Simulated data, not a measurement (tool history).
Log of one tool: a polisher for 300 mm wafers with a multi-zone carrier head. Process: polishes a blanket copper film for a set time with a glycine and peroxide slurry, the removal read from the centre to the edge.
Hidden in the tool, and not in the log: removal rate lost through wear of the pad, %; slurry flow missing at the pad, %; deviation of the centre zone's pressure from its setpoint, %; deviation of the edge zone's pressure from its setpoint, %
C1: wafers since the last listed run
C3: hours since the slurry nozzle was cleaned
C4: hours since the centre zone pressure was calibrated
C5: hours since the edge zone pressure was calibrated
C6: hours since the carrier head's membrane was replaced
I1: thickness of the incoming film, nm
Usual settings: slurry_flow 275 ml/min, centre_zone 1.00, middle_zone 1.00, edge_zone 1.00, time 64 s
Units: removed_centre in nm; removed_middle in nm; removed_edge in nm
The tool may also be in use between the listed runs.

{"run": 1, "hour": 0.0, "slurry_flow": 275, "centre_zone": 1.0, "middle_zone": 0.96, "edge_zone": 1.0, "time": 64, "C1": 0, "wafers polished on this pad": 494, "C3": 446.7, "C4": 497.6, "C5": 975.6, "C6": 475.5, "I1": 1255.7, "removed_centre": 348.6, "removed_middle": 336.9, "removed_edge": 345.4}
{"run": 2, "hour": 19.6, "slurry_flow": 275, "centre_zone": 0.94, "middle_zone": 1.0, "edge_zone": 1.0, "time": 64, "C1": 200, "wafers polished on this pad": 695, "C3": 466.3, "C4": 517.2, "C5": 995.2, "C6": 495.1, "I1": 1249.6, "removed_centre": 338.4, "removed_middle": 348.3, "removed_edge": 351.4}
{"run": 3, "hour": 55.3, "slurry_flow": 250, "centre_zone": 1.0, "middle_zone": 1.0, "edge_zone": 1.0, "time": 64, "C1": 365, "wafers polished on this pad": 1060, "C3": 502.0, "C4": 552.9, "C5": 1030.9, "C6": 530.8, "I1": 1265.8, "removed_centre": 350.3, "removed_middle": 346.6, "removed_edge": 346.2}
{"run": 4, "hour": 83.5, "slurry_flow": 250, "centre_zone": 1.0, "middle_zone": 1.0, "edge_zone": 1.0, "time": 64, "C1": 288, "wafers polished on this pad": 1349, "C3": 530.2, "C4": 581.1, "C5": 1059.1, "C6": 559.0, "I1": 1266.7, "removed_centre": 359.0, "removed_middle": 351.0, "removed_edge": 348.2}
{"run": 5, "hour": 119.4, "slurry_flow": 275, "centre_zone": 1.0, "middle_zone": 1.0, "edge_zone": 1.0, "time": 64, "C1": 367, "wafers polished on this pad": 1717, "C3": 566.1, "C4": 617.0, "C5": 1095.0, "C6": 594.9, "I1": 1236.4, "removed_centre": 362.7, "removed_middle": 354.5, "removed_edge": 355.1}
{"hour": 125.9, "done": "worn pad replaced by a new one"}
{"run": 6, "hour": 151.8, "slurry_flow": 275, "centre_zone": 1.0, "middle_zone": 1.0, "edge_zone": 1.0, "time": 64, "C1": 290, "wafers polished on this pad": 265, "C3": 598.5, "C4": 649.4, "C5": 1127.4, "C6": 627.3, "I1": 1274.5, "removed_centre": 360.5, "removed_middle": 346.1, "removed_edge": 346.2}
{"run": 7, "hour": 187.6, "slurry_flow": 275, "centre_zone": 1.0, "middle_zone": 1.0, "edge_zone": 1.0, "time": 64, "C1": 366, "wafers polished on this pad": 631, "C3": 634.3, "C4": 685.2, "C5": 1163.2, "C6": 663.1, "I1": 1236.2, "removed_centre": 362.3, "removed_middle": 349.8, "removed_edge": 352.4}
{"hour": 209.5, "done": "slurry nozzle cleaned"}
{"run": 8, "hour": 210.0, "slurry_flow": 230, "centre_zone": 0.91, "middle_zone": 1.0, "edge_zone": 0.9, "time": 56, "C1": 219, "wafers polished on this pad": 851, "C3": 0.5, "C4": 707.6, "C5": 1185.6, "C6": 685.5, "I1": 1243.6, "removed_centre": 285.8, "removed_middle": 306.1, "removed_edge": 288.2}
{"hour": 219.7, "done": "carrier head's membrane replaced by a new one"}
{"run": 9, "hour": 235.5, "slurry_flow": 275, "centre_zone": 1.0, "middle_zone": 1.0, "edge_zone": 1.0, "time": 64, "C1": 210, "wafers polished on this pad": 1061, "C3": 26.0, "C4": 733.1, "C5": 1211.1, "C6": 15.8, "I1": 1252.6, "removed_centre": 361.7, "removed_middle": 351.8, "removed_edge": 351.9}
{"hour": 300.8, "done": "worn pad replaced by a new one"}
{"run": 10, "hour": 329.3, "slurry_flow": 275, "centre_zone": 1.1, "middle_zone": 1.04, "edge_zone": 1.0, "time": 64, "C1": 919, "wafers polished on this pad": 292, "C3": 119.8, "C4": 826.9, "C5": 1304.9, "C6": 109.6, "I1": 1224.9, "removed_centre": 405.1, "removed_middle": 360.2, "removed_edge": 347.6}
{"hour": 343.6, "done": "edge zone pressure recalibrated"}
{"run": 11, "hour": 348.5, "slurry_flow": 215, "centre_zone": 1.0, "middle_zone": 0.96, "edge_zone": 1.08, "time": 64, "C1": 176, "wafers polished on this pad": 468, "C3": 139.0, "C4": 846.1, "C5": 4.9, "C6": 128.8, "I1": 1261.4, "removed_centre": 369.4, "removed_middle": 333.9, "removed_edge": 364.0}
{"run": 12, "hour": 361.2, "slurry_flow": 275, "centre_zone": 1.0, "middle_zone": 1.0, "edge_zone": 1.04, "time": 64, "C1": 130, "wafers polished on this pad": 598, "C3": 151.7, "C4": 858.8, "C5": 17.6, "C6": 141.5, "I1": 1257.0, "removed_centre": 380.8, "removed_middle": 353.5, "removed_edge": 353.2}
{"hour": 430.1, "done": "centre zone pressure recalibrated"}
{"run": 13, "hour": 430.5, "slurry_flow": 275, "centre_zone": 0.88, "middle_zone": 0.91, "edge_zone": 1.0, "time": 64, "C1": 689, "wafers polished on this pad": 1287, "C3": 221.0, "C4": 0.4, "C5": 86.9, "C6": 210.8, "I1": 1266.6, "removed_centre": 298.5, "removed_middle": 324.9, "removed_edge": 354.8}
{"run": 14, "hour": 464.4, "slurry_flow": 275, "centre_zone": 1.04, "middle_zone": 1.0, "edge_zone": 1.0, "time": 64, "C1": 347, "wafers polished on this pad": 1635, "C3": 254.9, "C4": 34.3, "C5": 120.8, "C6": 244.7, "I1": 1255.3, "removed_centre": 354.6, "removed_middle": 350.4, "removed_edge": 353.8}
{"hour": 477.0, "done": "worn pad replaced by a new one"}
{"run": 15, "hour": 484.2, "slurry_flow": 275, "centre_zone": 1.0, "middle_zone": 1.0, "edge_zone": 1.0, "time": 64, "C1": 161, "wafers polished on this pad": 73, "C3": 274.7, "C4": 54.1, "C5": 140.6, "C6": 264.5, "I1": 1255.3, "removed_centre": 340.8, "removed_middle": 351.2, "removed_edge": 345.5}
{"run": 16, "hour": 503.5, "slurry_flow": 275, "centre_zone": 1.0, "middle_zone": 1.0, "edge_zone": 1.0, "time": 64, "C1": 197, "wafers polished on this pad": 271, "C3": 294.0, "C4": 73.4, "C5": 159.9, "C6": 283.8, "I1": 1232.0, "removed_centre": 340.1, "removed_middle": 354.8, "removed_edge": 348.4}
{"run": 17, "hour": 516.0, "slurry_flow": 305, "centre_zone": 1.0, "middle_zone": 1.0, "edge_zone": 1.0, "time": 71, "C1": 128, "wafers polished on this pad": 399, "C3": 306.5, "C4": 85.9, "C5": 172.4, "C6": 296.3, "I1": 1260.6, "removed_centre": 395.1, "removed_middle": 391.6, "removed_edge": 392.0}
{"run": 18, "hour": 530.6, "slurry_flow": 275, "centre_zone": 1.0, "middle_zone": 1.0, "edge_zone": 1.08, "time": 64, "C1": 149, "wafers polished on this pad": 548, "C3": 321.1, "C4": 100.5, "C5": 187.0, "C6": 310.9, "I1": 1271.9, "removed_centre": 345.9, "removed_middle": 343.3, "removed_edge": 356.6}
{"run": 19, "hour": 545.5, "slurry_flow": 220, "centre_zone": 1.0, "middle_zone": 1.0, "edge_zone": 0.92, "time": 64, "C1": 152, "wafers polished on this pad": 701, "C3": 336.0, "C4": 115.4, "C5": 201.9, "C6": 325.8, "I1": 1225.8, "removed_centre": 337.6, "removed_middle": 351.4, "removed_edge": 338.9}
{"run": 20, "hour": 645.4, "slurry_flow": 275, "centre_zone": 1.0, "middle_zone": 1.0, "edge_zone": 1.0, "time": 64, "C1": 1023, "wafers polished on this pad": 1724, "C3": 435.9, "C4": 215.3, "C5": 301.8, "C6": 425.7, "I1": 1271.0, "removed_centre": 344.4, "removed_middle": 352.5, "removed_edge": 346.6}
{"run": 21, "hour": 663.5, "slurry_flow": 275, "centre_zone": 0.95, "middle_zone": 1.0, "edge_zone": 1.0, "time": 44, "C1": 185, "wafers polished on this pad": 1910, "C3": 454.0, "C4": 233.4, "C5": 319.9, "C6": 443.8, "I1": 1249.8, "removed_centre": 226.3, "removed_middle": 242.1, "removed_edge": 247.5}
{"hour": 667.6, "done": "worn pad replaced by a new one"}
{"run": 22, "hour": 680.9, "slurry_flow": 275, "centre_zone": 1.0, "middle_zone": 1.0, "edge_zone": 1.0, "time": 64, "C1": 137, "wafers polished on this pad": 136, "C3": 471.4, "C4": 250.8, "C5": 337.3, "C6": 461.2, "I1": 1250.6, "removed_centre": 351.4, "removed_middle": 349.7, "removed_edge": 352.8}
{"run": 23, "hour": 704.8, "slurry_flow": 195, "centre_zone": 1.0, "middle_zone": 1.0, "edge_zone": 1.0, "time": 64, "C1": 244, "wafers polished on this pad": 381, "C3": 495.3, "C4": 274.7, "C5": 361.2, "C6": 485.1, "I1": 1250.4, "removed_centre": 334.8, "removed_middle": 346.5, "removed_edge": 347.1}

The same runs without the tool's hidden state, with the same run-to-run variation:
run=1 removed_centre=342.9
run=2 removed_centre=332.1
run=3 removed_centre=342.5
run=4 removed_centre=349.8
run=5 removed_centre=351.8
run=6 removed_centre=348.2
run=7 removed_centre=348.3
run=8 removed_centre=273.8
run=9 removed_centre=345.2
run=10 removed_centre=381.1
run=11 removed_centre=346.2
run=12 removed_centre=356.2
run=13 removed_centre=303.3
run=14 removed_centre=360.2
run=15 removed_centre=346.1
run=16 removed_centre=345.2
run=17 removed_centre=401.0
run=18 removed_centre=351.0
run=19 removed_centre=342.4
run=20 removed_centre=348.1
run=21 removed_centre=228.5
run=22 removed_centre=354.5
run=23 removed_centre=337.3
removed_middle: within 0.1 nm of the measured result in every run.
removed_edge: as measured in every run.
